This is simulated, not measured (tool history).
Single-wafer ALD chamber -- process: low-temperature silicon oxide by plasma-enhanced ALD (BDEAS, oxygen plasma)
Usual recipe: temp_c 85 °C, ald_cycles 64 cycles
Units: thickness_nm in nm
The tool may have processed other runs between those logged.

run	hour	temp_c	ald_cycles	wafers since the last listed run	hours since the last thermocouple change	hours since the gauge calibration	read-back reference wafer on the same gauge, thickness_nm	thickness_nm
1	0.0	85	64	0	923.9	258.3	11.337	9.898
2	36.1	85	64	227	960.0	294.4	11.337	9.941
3	75.0	85	64	244	998.9	333.3	11.346	9.966
4	104.8	85	64	187	1028.7	363.1	11.344	9.901
5	138.5	85	64	212	1062.4	396.8	11.344	9.889
6	172.0	85	64	210	1095.9	430.3	11.337	9.868
7	237.2	85	64	410	1161.1	495.5	11.347	9.896
8	292.3	85	64	346	1216.2	550.6	11.340	9.927
# hour 409.8: thermocouple changed; heater temperature recalibrated
9	410.3	85	64	692	0.5	668.6	11.340	9.925
10	446.8	93	59	229	37.0	705.1	11.342	8.906
# hour 466.9: gauge calibrated
11	471.2	91	64	153	61.4	4.3	11.341	9.737
12	528.1	97	72	358	118.3	61.2	11.341	10.789
13	562.7	74	54	217	152.9	95.8	11.332	8.669
14	608.6	76	64	288	198.8	141.7	11.339	10.179

What if the next run were any one of these 3? Each begins from the tool's condition after run 14:
A	609.1	85	52	3	199.3	142.2	?	?
B	609.1	85	55	3	199.3	142.2	?	?
C	609.1	79	73	3	199.3	142.2	?	?

run	read-back reference wafer on the same gauge, thickness_nm	thickness_nm
A	11.337	8.069
B	11.337	8.534
C	11.337	11.542
What these runs would have given with no unlogged condition in the tool:
run	thickness_nm
A	8.069
B	8.534
C	11.542
